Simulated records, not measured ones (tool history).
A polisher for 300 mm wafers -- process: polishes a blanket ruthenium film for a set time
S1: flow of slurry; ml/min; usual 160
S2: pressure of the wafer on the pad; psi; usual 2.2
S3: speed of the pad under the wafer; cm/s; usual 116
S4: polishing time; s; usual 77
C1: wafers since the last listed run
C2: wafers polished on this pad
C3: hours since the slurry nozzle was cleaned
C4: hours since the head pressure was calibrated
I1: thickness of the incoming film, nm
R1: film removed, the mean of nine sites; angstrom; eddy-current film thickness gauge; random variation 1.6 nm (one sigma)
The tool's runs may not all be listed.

run 1 hour=0.0 | S1=160 S2=2.2 S3=116 S4=77 | C1=0 C2=1341 C3=179.6 C4=114.3 | I1=325.5 | R1=1097
run 2 hour=35.0 | S1=160 S2=2.2 S3=116 S4=77 | C1=323 C2=1665 C3=214.6 C4=149.3 | I1=329.2 | R1=1097
run 3 hour=78.1 | S1=160 S2=2.2 S3=116 S4=77 | C1=398 C2=2063 C3=257.7 C4=192.4 | I1=329.0 | R1=1096
run 4 hour=150.0 | S1=160 S2=2.2 S3=116 S4=77 | C1=664 C2=2728 C3=329.6 C4=264.3 | I1=329.7 | R1=1068
-- hour=163.2 worn pad replaced by a new one
run 5 hour=215.8 | S1=200 S2=2.2 S3=116 S4=86 | C1=571 C2=486 C3=395.4 C4=330.1 | I1=328.6 | R1=1283
run 6 hour=260.1 | S1=200 S2=2.2 S3=116 S4=86 | C1=409 C2=896 C3=439.7 C4=374.4 | I1=328.4 | R1=1222
run 7 hour=300.0 | S1=160 S2=2.2 S3=144 S4=77 | C1=368 C2=1264 C3=479.6 C4=414.3 | I1=323.9 | R1=1321
run 8 hour=335.3 | S1=160 S2=2.2 S3=144 S4=77 | C1=326 C2=1591 C3=514.9 C4=449.6 | I1=328.4 | R1=1322
run 9 hour=365.2 | S1=160 S2=2.2 S3=144 S4=77 | C1=276 C2=1867 C3=544.8 C4=479.5 | I1=331.6 | R1=1324
run 10 hour=410.7 | S1=160 S2=2.2 S3=116 S4=77 | C1=420 C2=2288 C3=590.3 C4=525.0 | I1=333.6 | R1=1073
-- hour=450.2 slurry nozzle cleaned
-- hour=458.9 worn pad replaced by a new one
run 11 hour=577.4 | S1=160 S2=2.2 S3=116 S4=77 | C1=1494 C2=1095 C3=127.2 C4=691.7 | I1=331.8 | R1=1038
run 12 hour=623.0 | S1=160 S2=2.2 S3=116 S4=77 | C1=421 C2=1517 C3=172.8 C4=737.3 | I1=330.0 | R1=1056
run 13 hour=670.0 | S1=160 S2=2.2 S3=116 S4=77 | C1=434 C2=1951 C3=219.8 C4=784.3 | I1=325.5 | R1=1043
run 14 hour=699.6 | S1=160 S2=2.2 S3=116 S4=77 | C1=273 C2=2225 C3=249.4 C4=813.9 | I1=325.7 | R1=1059
-- hour=764.2 worn pad replaced by a new one
run 15 hour=771.5 | S1=160 S2=2.2 S3=116 S4=77 | C1=627 C2=67 C3=321.3 C4=885.8 | I1=332.7 | R1=1010
-- hour=816.0 head pressure recalibrated
run 16 hour=834.7 | S1=160 S2=2.6 S3=136 S4=77 | C1=565 C2=633 C3=384.5 C4=18.7 | I1=328.4 | R1=1541
run 17 hour=881.4 | S1=160 S2=2.2 S3=140 S4=64 | C1=431 C2=1065 C3=431.2 C4=65.4 | I1=330.9 | R1=1129
run 18 hour=915.4 | S1=115 S2=2.2 S3=116 S4=77 | C1=314 C2=1379 C3=465.2 C4=99.4 | I1=328.0 | R1=1022
run 19 hour=979.5 | S1=190 S2=2.4 S3=116 S4=92 | C1=592 C2=1972 C3=529.3 C4=163.5 | I1=327.7 | R1=1494
run 20 hour=1021.0 | S1=160 S2=2.2 S3=116 S4=77 | C1=383 C2=2355 C3=570.8 C4=205.0 | I1=331.1 | R1=1125
run 21 hour=1052.2 | S1=115 S2=2.2 S3=116 S4=77 | C1=288 C2=2644 C3=602.0 C4=236.2 | I1=333.1 | R1=1020
-- hour=1076.8 slurry nozzle cleaned
run 22 hour=1081.6 | S1=160 S2=2.2 S3=134 S4=77 | C1=262 C2=2906 C3=4.8 C4=265.6 | I1=325.9 | R1=1289
-- hour=1087.6 worn pad replaced by a new one
run 23 hour=1136.0 | S1=160 S2=2.2 S3=116 S4=77 | C1=465 C2=447 C3=59.2 C4=320.0 | I1=334.1 | R1=1070
run 24 hour=1202.1 | S1=175 S2=1.8 S3=146 S4=56 | C1=611 C2=1058 C3=125.3 C4=386.1 | I1=330.2 | R1=809
run 25 hour=1273.8 | S1=160 S2=2.2 S3=134 S4=70 | C1=662 C2=1720 C3=197.0 C4=457.8 | I1=331.7 | R1=1098
run 26 hour=1320.7 | S1=125 S2=2.6 S3=134 S4=85 | C1=433 C2=2154 C3=243.9 C4=504.7 | I1=329.5 | R1=1524
run 27 hour=1345.7 | S1=125 S2=2.8 S3=116 S4=99 | C1=231 C2=2385 C3=268.9 C4=529.7 | I1=332.6 | R1=1653
-- hour=1405.7 worn pad replaced by a new one
run 28 hour=1412.6 | S1=140 S2=2.8 S3=116 S4=77 | C1=581 C2=63 C3=335.8 C4=596.6 | I1=326.3 | R1=1350

Each row is a separate what-if for the run after 28, all from the same tool condition, not one after another. Results?
run A hour=1413.1 | S1=160 S2=2.2 S3=116 S4=77 | C1=4 C2=68 C3=336.3 C4=597.1 | I1=333.9 | R1=?
run B hour=1413.1 | S1=160 S2=1.7 S3=116 S4=77 | C1=4 C2=68 C3=336.3 C4=597.1 | I1=333.9 | R1=?
run C hour=1413.1 | S1=120 S2=2.2 S3=116 S4=103 | C1=4 C2=68 C3=336.3 C4=597.1 | I1=333.9 | R1=?

run=A R1=1070
run=B R1=827
run=C R1=1346
What these runs would have given with no unlogged condition in the tool:
run=A R1=1121
run=B R1=866
run=C R1=1411

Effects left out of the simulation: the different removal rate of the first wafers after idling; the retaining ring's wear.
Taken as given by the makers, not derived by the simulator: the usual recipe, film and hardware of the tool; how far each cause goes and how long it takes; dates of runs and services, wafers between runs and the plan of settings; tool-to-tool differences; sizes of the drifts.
